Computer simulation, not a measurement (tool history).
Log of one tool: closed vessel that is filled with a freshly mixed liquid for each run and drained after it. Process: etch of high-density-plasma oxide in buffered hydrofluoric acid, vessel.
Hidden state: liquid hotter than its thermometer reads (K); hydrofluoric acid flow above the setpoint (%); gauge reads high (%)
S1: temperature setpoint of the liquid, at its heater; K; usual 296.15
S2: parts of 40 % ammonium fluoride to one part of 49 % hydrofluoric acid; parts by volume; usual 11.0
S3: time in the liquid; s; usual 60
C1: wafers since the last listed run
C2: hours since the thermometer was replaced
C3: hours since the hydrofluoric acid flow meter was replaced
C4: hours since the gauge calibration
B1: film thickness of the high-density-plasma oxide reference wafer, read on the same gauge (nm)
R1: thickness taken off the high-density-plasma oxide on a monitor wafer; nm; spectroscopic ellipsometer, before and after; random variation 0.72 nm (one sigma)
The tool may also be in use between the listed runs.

run    hour      S1    S2  S3     C1      C2     C3      C4     B1      R1
  1     0.0  292.65  13.5  60      0   589.8  767.5   994.4  29.99   74.72
       13.4  -- hydrofluoric acid flow meter replaced
  2    97.4  296.15  11.0  60  14044   687.2   84.0  1091.8  30.01  106.87
  3   149.5  296.15  11.0  60   7590   739.3  136.1  1143.9  30.00  109.26
  4   221.8  296.15  11.0  60  10533   811.6  208.4  1216.2  30.01  108.59
  5   265.8  296.15  11.0  60   6410   855.6  252.4  1260.2  30.02  109.75
  6   317.5  296.15  11.0  60   7532   907.3  304.1  1311.9  30.00  108.88
  7   383.1  296.15  11.0  60   9557   972.9  369.7  1377.5  29.99  112.34
  8   432.8  296.15  11.0  60   7240  1022.6  419.4  1427.2  30.02  112.57
  9   498.1  296.15  11.0  60   9513  1087.9  484.7  1492.5  29.99  113.59
 10   600.7  296.15  11.0  90  14948  1190.5  587.3  1595.1  30.00  170.49
 11   661.8  294.65   8.5  35   8901  1251.6  648.4  1656.2  30.02   77.16
 12   710.9  299.15  11.0  60   7153  1300.7  697.5  1705.3  30.00  136.29
      763.8  -- hydrofluoric acid flow meter replaced
 13   769.8  294.15  11.0  85   8435  1359.6    6.0  1764.2  30.01  141.95
 14   863.1  296.15  14.0  45  13593  1452.9   99.3  1857.5  30.00   67.27
      912.3  -- gauge calibrated
      955.4  -- thermometer replaced
 15  1173.6  296.15   9.0  40  45092   218.2  409.8   261.3  30.02   84.09
 16  1279.0  293.65  13.5  60  15356   323.6  515.2   366.7  30.00   77.83
 17  1342.8  291.65  15.0  90   9295   387.4  579.0   430.5  29.99   94.82
 18  1434.5  296.15  14.0  85  13360   479.1  670.7   522.2  29.99  124.05
 19  1536.0  296.15  14.5  35  14787   580.6  772.2   623.7  30.00   49.74
 20  1575.0  298.15  11.0  60   5682   619.6  811.2   662.7  30.00  123.21
 21  1644.6  300.15  13.5  60  10140   689.2  880.8   732.3  30.00  113.90
     1655.1  -- hydrofluoric acid flow meter replaced
 22  1698.9  297.65  10.0  35   7765   743.5   43.8   786.6  29.97   74.78
 23  2001.3  296.15  11.0  60  44057  1045.9  346.2  1089.0  29.98  111.75
 24  2059.5  296.15  13.0  85   8479  1104.1  404.4  1147.2  30.00  134.41
 25  2131.3  296.15  11.0  60  10460  1175.9  476.2  1219.0  29.99  113.30
 26  2189.2  296.15  11.0  60   8435  1233.8  534.1  1276.9  29.99  114.63
 27  2261.1  296.15  11.0  60  10475  1305.7  606.0  1348.8  29.99  113.81
 28  2327.0  296.15  11.0  60   9601  1371.6  671.9  1414.7  29.98  116.22
     2348.2  -- thermometer replaced
 29  2370.7  299.15  14.5  30   6221    22.5  715.6  1458.4  30.01   48.03
     2486.1  -- hydrofluoric acid flow meter replaced
 30  2517.4  296.15  11.0  70  21227   169.2   31.3  1605.1  29.99  119.69
 31  2743.3  296.15   8.5  75  32912   395.1  257.2  1831.0  30.00  165.88

What the log doesn't show, run by run:
gauge reads high (%): 0 in every run
H1: liquid hotter than its thermometer reads (K)
H2: hydrofluoric acid flow above the setpoint (%)
run     H1     H2
  1  0.814    4.3
  2  0.912  0.955
  3  0.964   1.23
  4   1.04   1.62
  5   1.08   1.86
  6   1.13   2.13
  7    1.2   2.48
  8   1.25   2.75
  9   1.31    3.1
 10   1.42   3.65
 11   1.48   3.98
 12   1.53   4.24
 13   1.59  0.229
 14   1.68  0.728
 15  0.513   2.39
 16  0.619   2.96
 17  0.683    3.3
 18  0.775   3.79
 19  0.876   4.33
 20  0.916   4.54
 21  0.985   4.91
 22   1.04  0.317
 23   1.34   1.94
 24    1.4   2.25
 25   1.47   2.63
 26   1.53   2.94
 27    1.6   3.33
 28   1.67   3.68
 29  0.189   3.91
 30  0.336  0.705
 31  0.563   1.91
